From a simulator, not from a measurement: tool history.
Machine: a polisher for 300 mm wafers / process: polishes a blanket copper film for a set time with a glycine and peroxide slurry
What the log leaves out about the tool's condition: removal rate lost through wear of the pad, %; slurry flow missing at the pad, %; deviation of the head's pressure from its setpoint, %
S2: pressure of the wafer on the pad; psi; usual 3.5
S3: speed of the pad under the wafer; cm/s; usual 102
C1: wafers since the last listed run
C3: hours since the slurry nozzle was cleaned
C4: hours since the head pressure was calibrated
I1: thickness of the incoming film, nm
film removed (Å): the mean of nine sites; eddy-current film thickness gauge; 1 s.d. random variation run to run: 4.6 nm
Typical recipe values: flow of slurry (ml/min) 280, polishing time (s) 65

run 1 day=0.000 | flow_of_slurry_(ml/min)=280 S2=4.4 S3=102 polishing_time_(s)=65 | C1=0 wafers_polished_on_this_pad=2451 C3=475.9 C4=108.2 | I1=1238.7 | film_removed_(Å)=4403
run 2 day=1.567 | flow_of_slurry_(ml/min)=280 S2=4.4 S3=102 polishing_time_(s)=65 | C1=414 wafers_polished_on_this_pad=2866 C3=513.5 C4=145.8 | I1=1236.3 | film_removed_(Å)=4376
-- day=3.542 slurry nozzle cleaned
run 3 day=3.562 | flow_of_slurry_(ml/min)=280 S2=3.5 S3=102 polishing_time_(s)=65 | C1=517 wafers_polished_on_this_pad=3383 C3=0.5 C4=193.7 | I1=1230.8 | film_removed_(Å)=3938
-- day=3.925 worn pad replaced by a new one
run 4 day=7.346 | flow_of_slurry_(ml/min)=280 S2=3.5 S3=102 polishing_time_(s)=65 | C1=957 wafers_polished_on_this_pad=905 C3=91.3 C4=284.5 | I1=1227.4 | film_removed_(Å)=3951
run 5 day=9.933 | flow_of_slurry_(ml/min)=280 S2=3.5 S3=102 polishing_time_(s)=65 | C1=685 wafers_polished_on_this_pad=1590 C3=153.4 C4=346.6 | I1=1223.2 | film_removed_(Å)=3943
run 6 day=12.588 | flow_of_slurry_(ml/min)=280 S2=3.5 S3=102 polishing_time_(s)=65 | C1=702 wafers_polished_on_this_pad=2293 C3=217.1 C4=410.3 | I1=1226.1 | film_removed_(Å)=3866
run 7 day=15.204 | flow_of_slurry_(ml/min)=280 S2=3.5 S3=102 polishing_time_(s)=65 | C1=692 wafers_polished_on_this_pad=2985 C3=279.9 C4=473.1 | I1=1216.0 | film_removed_(Å)=3884
-- day=18.483 worn pad replaced by a new one
run 8 day=19.192 | flow_of_slurry_(ml/min)=280 S2=3.5 S3=102 polishing_time_(s)=65 | C1=1011 wafers_polished_on_this_pad=187 C3=375.6 C4=568.8 | I1=1236.7 | film_removed_(Å)=3819
run 9 day=23.167 | flow_of_slurry_(ml/min)=280 S2=3.5 S3=102 polishing_time_(s)=65 | C1=1052 wafers_polished_on_this_pad=1240 C3=471.0 C4=664.2 | I1=1251.1 | film_removed_(Å)=3681
-- day=26.412 slurry nozzle cleaned
run 10 day=29.817 | flow_of_slurry_(ml/min)=280 S2=3.5 S3=102 polishing_time_(s)=65 | C1=1749 wafers_polished_on_this_pad=2989 C3=81.7 C4=823.8 | I1=1239.2 | film_removed_(Å)=4021
-- day=30.183 head pressure recalibrated
-- day=34.229 worn pad replaced by a new one
run 11 day=42.838 | flow_of_slurry_(ml/min)=280 S2=3.5 S3=102 polishing_time_(s)=65 | C1=3381 wafers_polished_on_this_pad=2279 C3=394.2 C4=303.7 | I1=1247.0 | film_removed_(Å)=3805
run 12 day=45.883 | flow_of_slurry_(ml/min)=225 S2=2.9 S3=102 polishing_time_(s)=65 | C1=806 wafers_polished_on_this_pad=3085 C3=467.3 C4=376.8 | I1=1245.2 | film_removed_(Å)=3403
-- day=46.254 worn pad replaced by a new one
run 13 day=47.988 | flow_of_slurry_(ml/min)=280 S2=3.5 S3=102 polishing_time_(s)=65 | C1=512 wafers_polished_on_this_pad=458 C3=517.8 C4=427.3 | I1=1218.6 | film_removed_(Å)=3728
run 14 day=50.954 | flow_of_slurry_(ml/min)=280 S2=3.5 S3=102 polishing_time_(s)=65 | C1=785 wafers_polished_on_this_pad=1244 C3=589.0 C4=498.5 | I1=1220.9 | film_removed_(Å)=3747
-- day=52.588 slurry nozzle cleaned
run 15 day=54.100 | flow_of_slurry_(ml/min)=335 S2=2.5 S3=102 polishing_time_(s)=65 | C1=821 wafers_polished_on_this_pad=2065 C3=36.3 C4=574.0 | I1=1255.9 | film_removed_(Å)=3466
run 16 day=56.688 | flow_of_slurry_(ml/min)=225 S2=2.9 S3=102 polishing_time_(s)=65 | C1=685 wafers_polished_on_this_pad=2750 C3=98.4 C4=636.1 | I1=1226.0 | film_removed_(Å)=3418
run 17 day=58.221 | flow_of_slurry_(ml/min)=185 S2=3.5 S3=102 polishing_time_(s)=65 | C1=405 wafers_polished_on_this_pad=3156 C3=135.2 C4=672.9 | I1=1228.8 | film_removed_(Å)=3688
-- day=59.133 worn pad replaced by a new one
run 18 day=62.071 | flow_of_slurry_(ml/min)=255 S2=2.4 S3=74 polishing_time_(s)=82 | C1=975 wafers_polished_on_this_pad=777 C3=227.6 C4=765.3 | I1=1216.2 | film_removed_(Å)=3387
run 19 day=66.142 | flow_of_slurry_(ml/min)=310 S2=3.5 S3=132 polishing_time_(s)=65 | C1=1077 wafers_polished_on_this_pad=1855 C3=325.3 C4=863.0 | I1=1232.8 | film_removed_(Å)=4598
-- day=67.171 head pressure recalibrated
run 20 day=68.171 | flow_of_slurry_(ml/min)=280 S2=3.5 S3=102 polishing_time_(s)=47 | C1=515 wafers_polished_on_this_pad=2370 C3=374.0 C4=24.0 | I1=1239.5 | film_removed_(Å)=2814
run 21 day=70.625 | flow_of_slurry_(ml/min)=325 S2=3.5 S3=82 polishing_time_(s)=65 | C1=649 wafers_polished_on_this_pad=3019 C3=432.9 C4=82.9 | I1=1223.9 | film_removed_(Å)=3421

Below, some changes in film removed (Å) between adjacent runs. For each, the amount present without the hidden state too (settings, incoming material, random variation) and the amount remaining for the hidden state with gauge scatter not shared by both compared results:
Run 9 -> 10: slurry nozzle cleaned. film removed (Å) +340: hidden state +164, all else +176.
Run 14 -> 15: flow of slurry (ml/min) 280 -> 335, S2 3.5 -> 2.5, slurry nozzle cleaned. film removed (Å) -281: hidden state +185, all else -466.
Run 18 -> 19: flow of slurry (ml/min) 255 -> 310, S2 2.4 -> 3.5, S3 74 -> 132, polishing time (s) 82 -> 65. film removed (Å) +1211: hidden state -44, all else +1255.
Run 19 -> 20: flow of slurry (ml/min) 310 -> 280, S3 132 -> 102, polishing time (s) 65 -> 47, head pressure recalibrated. film removed (Å) -1784: hidden state +24, all else -1808.
